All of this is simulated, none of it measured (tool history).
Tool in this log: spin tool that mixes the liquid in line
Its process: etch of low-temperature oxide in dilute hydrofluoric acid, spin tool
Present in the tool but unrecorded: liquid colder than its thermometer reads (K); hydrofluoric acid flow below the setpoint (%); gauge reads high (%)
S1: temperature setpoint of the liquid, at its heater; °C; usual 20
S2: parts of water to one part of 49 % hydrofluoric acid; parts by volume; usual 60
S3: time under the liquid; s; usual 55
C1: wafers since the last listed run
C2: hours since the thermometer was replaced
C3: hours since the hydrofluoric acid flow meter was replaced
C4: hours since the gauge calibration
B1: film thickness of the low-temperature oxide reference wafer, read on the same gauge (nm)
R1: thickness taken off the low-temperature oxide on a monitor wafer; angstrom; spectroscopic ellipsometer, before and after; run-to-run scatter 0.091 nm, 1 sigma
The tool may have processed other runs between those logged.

Run 1, hour 0: usual settings; C1 0; C2 553.3; C3 2011.6; C4 350.5; B1 100. Result: R1 278.6 angstrom.
Run 2, hour 34.9: usual settings; C1 226; C2 588.2; C3 2046.5; C4 385.4; B1 99.99. Result: R1 275 angstrom.
Run 3, hour 104.5: usual settings; C1 451; C2 657.8; C3 2116.1; C4 455; B1 100.02. Result: R1 275.9 angstrom.
Run 4, hour 175.6: usual settings; C1 461; C2 728.9; C3 2187.2; C4 526.1; B1 100.02. Result: R1 275.3 angstrom.
Run 5, hour 205.9: usual settings; C1 196; C2 759.2; C3 2217.5; C4 556.4; B1 100. Result: R1 276.9 angstrom.
Run 6, hour 272.2: usual settings; C1 430; C2 825.5; C3 2283.8; C4 622.7; B1 99.98. Result: R1 274.3 angstrom.
Run 7, hour 305.4: usual settings; C1 215; C2 858.7; C3 2317; C4 655.9; B1 100.03. Result: R1 272.9 angstrom.
Run 8, hour 360.5: usual settings; C1 357; C2 913.8; C3 2372.1; C4 711; B1 100.03. Result: R1 272.6 angstrom.
Run 9, hour 408.9: usual settings; C1 314; C2 962.2; C3 2420.5; C4 759.4; B1 100.01. Result: R1 273.3 angstrom.
Run 10, hour 450.5: usual settings; C1 270; C2 1003.8; C3 2462.1; C4 801; B1 99.98. Result: R1 273.8 angstrom.
Run 11, hour 512.7: usual settings but S3 70 s; C1 403; C2 1066; C3 2524.3; C4 863.2; B1 100.03. Result: R1 346.3 angstrom.
Run 12, hour 578.7: usual settings; C1 428; C2 1132; C3 2590.3; C4 929.2; B1 100.02. Result: R1 272.1 angstrom.
Run 13, hour 642.1: usual settings; C1 411; C2 1195.4; C3 2653.7; C4 992.6; B1 99.98. Result: R1 272 angstrom.
Run 14, hour 673.1: usual settings; C1 201; C2 1226.4; C3 2684.7; C4 1023.6; B1 100.02. Result: R1 271.6 angstrom.
At hour 734.5: hydrofluoric acid flow meter replaced.
Run 15, hour 738.6: usual settings but S1 17 °C, S3 75 s; C1 418; C2 1291.9; C3 4.1; C4 1089.1; B1 100.01. Result: R1 333.7 angstrom.
At hour 802.8: gauge calibrated.
Run 16, hour 804.6: usual settings but S1 23 °C, S2 85 parts by volume, S3 70 s; C1 428; C2 1357.9; C3 70.1; C4 1.8; B1 100.05. Result: R1 275.6 angstrom.
Run 17, hour 856.5: usual settings but S1 17.5 °C; C1 336; C2 1409.8; C3 122; C4 53.7; B1 99.97. Result: R1 250.8 angstrom.
Run 18, hour 926.4: usual settings; C1 453; C2 1479.7; C3 191.9; C4 123.6; B1 100. Result: R1 276.6 angstrom.
Run 19, hour 981.1: usual settings but S2 75 parts by volume, S3 30 s; C1 355; C2 1534.4; C3 246.6; C4 178.3; B1 99.98. Result: R1 119.1 angstrom.
At hour 1019.9: thermometer replaced.
Run 20, hour 1037.7: usual settings but S2 85 parts by volume; C1 360; C2 17.8; C3 303.2; C4 234.9; B1 99.99. Result: R1 194.3 angstrom.
Run 21, hour 1081.6: usual settings but S3 90 s; C1 285; C2 61.7; C3 347.1; C4 278.8; B1 100.04. Result: R1 462.8 angstrom.
Run 22, hour 1132.4: usual settings but S1 17 °C, S2 85 parts by volume; C1 329; C2 112.5; C3 397.9; C4 329.6; B1 99.98. Result: R1 170.5 angstrom.
Run 23, hour 1178.6: usual settings but S1 17 °C, S2 35 parts by volume, S3 80 s; C1 299; C2 158.7; C3 444.1; C4 375.8; B1 100.02. Result: R1 638.9 angstrom.
Run 24, hour 1204.9: usual settings but S3 30 s; C1 170; C2 185; C3 470.4; C4 402.1; B1 99.98. Result: R1 154.2 angstrom.
Run 25, hour 1276.7: usual settings but S1 17 °C, S2 40 parts by volume, S3 85 s; C1 466; C2 256.8; C3 542.2; C4 473.9; B1 100.01. Result: R1 586 angstrom.
Run 26, hour 1438: usual settings but S1 18.5 °C, S2 75 parts by volume; C1 1047; C2 418.1; C3 703.5; C4 635.2; B1 99.96. Result: R1 207.8 angstrom.
Run 27, hour 1479: usual settings but S1 23.5 °C, S2 35 parts by volume, S3 90 s; C1 266; C2 459.1; C3 744.5; C4 676.2; B1 100.03. Result: R1 942.3 angstrom.
Run 28, hour 1512.5: usual settings; C1 217; C2 492.6; C3 778; C4 709.7; B1 100.01. Result: R1 280.9 angstrom.

Hidden state, per run?
gauge reads high (%): 0 across all the runs
H1: liquid colder than its thermometer reads (K)
H2: hydrofluoric acid flow below the setpoint (%)
run     H1     H2
  1  0.334   2.19
  2  0.349   2.23
  3  0.381   2.29
  4  0.413   2.36
  5  0.427   2.39
  6  0.457   2.45
  7  0.472   2.48
  8  0.497   2.54
  9  0.519   2.58
 10  0.538   2.62
 11  0.566   2.68
 12  0.596   2.74
 13  0.625    2.8
 14  0.639   2.83
 15  0.669  0.234
 16  0.699  0.297
 17  0.723  0.346
 18  0.754  0.412
 19  0.779  0.464
 20  0.134  0.518
 21  0.154  0.559
 22  0.177  0.607
 23  0.198  0.651
 24   0.21  0.676
 25  0.243  0.744
 26  0.316  0.897
 27  0.335  0.936
 28   0.35  0.967
